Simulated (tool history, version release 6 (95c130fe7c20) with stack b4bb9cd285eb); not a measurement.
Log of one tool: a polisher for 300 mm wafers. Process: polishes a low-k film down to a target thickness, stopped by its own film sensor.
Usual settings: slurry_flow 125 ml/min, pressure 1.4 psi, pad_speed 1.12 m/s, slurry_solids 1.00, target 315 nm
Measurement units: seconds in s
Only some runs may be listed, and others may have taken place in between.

run    hour  slurry_flow  pressure  pad_speed  slurry_solids  target  incoming thickness of the incoming film, nm  seconds
  1     0.0          125       1.4       1.12           1.00     315                                        340.1     93.6
  2    27.1          125       1.4       1.44           1.00     315                                        345.7     94.6
       37.3  -- worn pad replaced by a new one
  3    91.3          125       1.1       1.12           1.00     315                                        339.0    105.5
      112.0  -- slurry nozzle cleaned
  4   146.5          125       1.3       1.12           1.15     315                                        339.8     94.7
  5   177.6          105       1.2       1.12           1.00     315                                        339.8    108.9
      184.5  -- head pressure recalibrated
      216.4  -- conditioning disc replaced and pad reconditioned
  6   248.2          125       1.4       1.22           1.00     315                                        342.5     90.3
      295.0  -- slurry blender recalibrated
  7   308.7          100       1.4       0.76           1.00     315                                        339.6    125.7
  8   355.9          125       1.4       1.12           1.00     315                                        347.1    118.9
  9   400.8          125       1.4       1.12           1.00     311                                        340.4    109.6
      562.1  -- worn pad replaced by a new one
 10   590.4          125       1.4       1.12           1.00     315                                        343.4    107.5
      594.8  -- slurry nozzle cleaned
 11   617.9          125       1.4       1.12           1.00     315                                        344.2    112.3
      657.8  -- conditioning disc replaced and pad reconditioned
 12   688.6          165       1.4       1.12           0.85     323                                        343.2     70.7
 13   753.9          140       1.4       0.88           1.25     315                                        345.6    120.2
      777.1  -- slurry blender recalibrated
 14   790.4          125       1.4       1.12           0.70     315                                        339.1     97.8
 15   817.0           85       1.4       0.98           1.00     312                                        344.2    147.3
 16   877.1           95       1.7       1.12           1.10     323                                        339.3     56.0
 17   947.3          125       1.4       0.76           1.00     313                                        344.4    157.2
      992.7  -- worn pad replaced by a new one
 18  1017.8          125       1.4       1.12           1.25     315                                        335.6     74.3

Predict the results of run 19:
     1058.2  -- head pressure recalibrated
 19  1068.6          125       1.4       0.76           1.00     313                                        338.1        ?

For run 19 the tool returned seconds 124.5 s.
Were there no unlogged condition in the tool, this run, its random variation unchanged, would have produced seconds 111.3 s.

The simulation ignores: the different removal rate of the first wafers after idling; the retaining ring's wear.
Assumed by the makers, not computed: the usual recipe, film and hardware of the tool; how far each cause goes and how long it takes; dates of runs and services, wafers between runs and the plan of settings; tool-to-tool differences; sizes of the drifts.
